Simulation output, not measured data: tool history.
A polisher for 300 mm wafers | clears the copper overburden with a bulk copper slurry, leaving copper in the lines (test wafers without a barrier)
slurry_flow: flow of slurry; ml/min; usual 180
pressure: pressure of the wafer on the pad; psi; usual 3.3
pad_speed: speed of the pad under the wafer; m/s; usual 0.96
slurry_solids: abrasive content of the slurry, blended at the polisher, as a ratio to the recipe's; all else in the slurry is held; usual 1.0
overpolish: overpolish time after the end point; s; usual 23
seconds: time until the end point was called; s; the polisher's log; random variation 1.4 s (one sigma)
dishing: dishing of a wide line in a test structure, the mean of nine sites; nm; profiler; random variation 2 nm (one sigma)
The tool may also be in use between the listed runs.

| run | hour | slurry_flow | pressure | pad_speed | slurry_solids | overpolish | wafers since the last listed run | wafers polished on this pad | hours since the slurry nozzle was cleaned | hours since the head pressure was calibrated | hours since the slurry blender was calibrated | incoming thickness of the incoming film, nm | seconds | dishing |
|---|---|---|---|---|---|---|---|---|---|---|---|---|---|---|
| 1 | 0.0 | 180 | 2.3 | 0.96 | 1.0 | 23 | 0 | 701 | 386.8 | 288.1 | 87.6 | 864.7 | 120.8 | 67.3 |
| 2 | 23.1 | 180 | 3.3 | 0.96 | 1.0 | 23 | 145 | 847 | 409.9 | 311.2 | 110.7 | 869.6 | 88.1 | 86.4 |
| 3 | 43.6 | 180 | 3.3 | 0.96 | 1.0 | 23 | 128 | 976 | 430.4 | 331.7 | 131.2 | 858.7 | 85.1 | 80.3 |
| 4 | 66.5 | 200 | 3.3 | 0.96 | 1.0 | 23 | 144 | 1120 | 453.3 | 354.6 | 154.1 | 867.9 | 89.4 | 88.5 |
|  | 73.2 | worn pad replaced by a new one |
| 5 | 96.2 | 180 | 2.7 | 0.96 | 1.0 | 23 | 161 | 144 | 483.0 | 384.3 | 183.8 | 868.8 | 109.5 | 72.0 |
|  | 102.1 | slurry blender recalibrated |
| 6 | 122.8 | 180 | 2.7 | 0.96 | 1.0 | 23 | 154 | 299 | 509.6 | 410.9 | 20.7 | 870.2 | 98.8 | 78.8 |
| 7 | 156.2 | 180 | 3.3 | 0.96 | 1.0 | 23 | 210 | 509 | 543.0 | 444.3 | 54.1 | 880.8 | 84.7 | 86.1 |
| 8 | 173.6 | 180 | 3.3 | 0.96 | 1.0 | 23 | 109 | 618 | 560.4 | 461.7 | 71.5 | 870.0 | 83.3 | 84.9 |
| 9 | 209.5 | 180 | 3.3 | 0.96 | 1.0 | 23 | 225 | 844 | 596.3 | 497.6 | 107.4 | 859.9 | 84.1 | 85.1 |
|  | 234.2 | worn pad replaced by a new one |
| 10 | 234.7 | 180 | 2.4 | 0.96 | 1.0 | 23 | 133 | 3 | 621.5 | 522.8 | 132.6 | 876.4 | 121.5 | 67.8 |
| 11 | 260.2 | 180 | 2.4 | 0.96 | 1.0 | 23 | 160 | 163 | 647.0 | 548.3 | 158.1 | 861.3 | 117.3 | 71.7 |
|  | 279.4 | slurry blender recalibrated |
|  | 287.0 | slurry nozzle cleaned |
| 12 | 361.0 | 180 | 2.9 | 0.96 | 1.0 | 35 | 615 | 778 | 74.0 | 649.1 | 81.6 | 873.7 | 95.6 | 92.7 |
|  | 394.7 | worn pad replaced by a new one |
| 13 | 395.2 | 180 | 3.3 | 0.96 | 1.0 | 23 | 189 | 3 | 108.2 | 683.3 | 115.8 | 863.1 | 86.3 | 85.8 |
| 14 | 424.0 | 180 | 3.3 | 0.96 | 1.0 | 23 | 181 | 184 | 137.0 | 712.1 | 144.6 | 852.3 | 83.8 | 87.7 |
|  | 434.0 | slurry blender recalibrated |
| 15 | 439.9 | 180 | 3.3 | 1.24 | 1.0 | 23 | 87 | 271 | 152.9 | 728.0 | 5.9 | 867.1 | 73.1 | 90.1 |
| 16 | 455.2 | 180 | 3.3 | 0.96 | 1.0 | 23 | 96 | 367 | 168.2 | 743.3 | 21.2 | 867.1 | 83.4 | 86.7 |
| 17 | 474.0 | 205 | 3.3 | 1.24 | 1.0 | 23 | 118 | 486 | 187.0 | 762.1 | 40.0 | 877.2 | 68.8 | 92.5 |

Run 18 comes next. What will it give?
| 18 | 500.0 | 150 | 3.3 | 0.96 | 0.8 | 23 | 163 | 649 | 213.0 | 788.1 | 66.0 | 857.0 | ? | ? |

Run 18 gave seconds 88.4 s, dishing 82.2 nm.
Without the tool's hidden state the same run would have given seconds 87.5 s, dishing 82.5 nm.
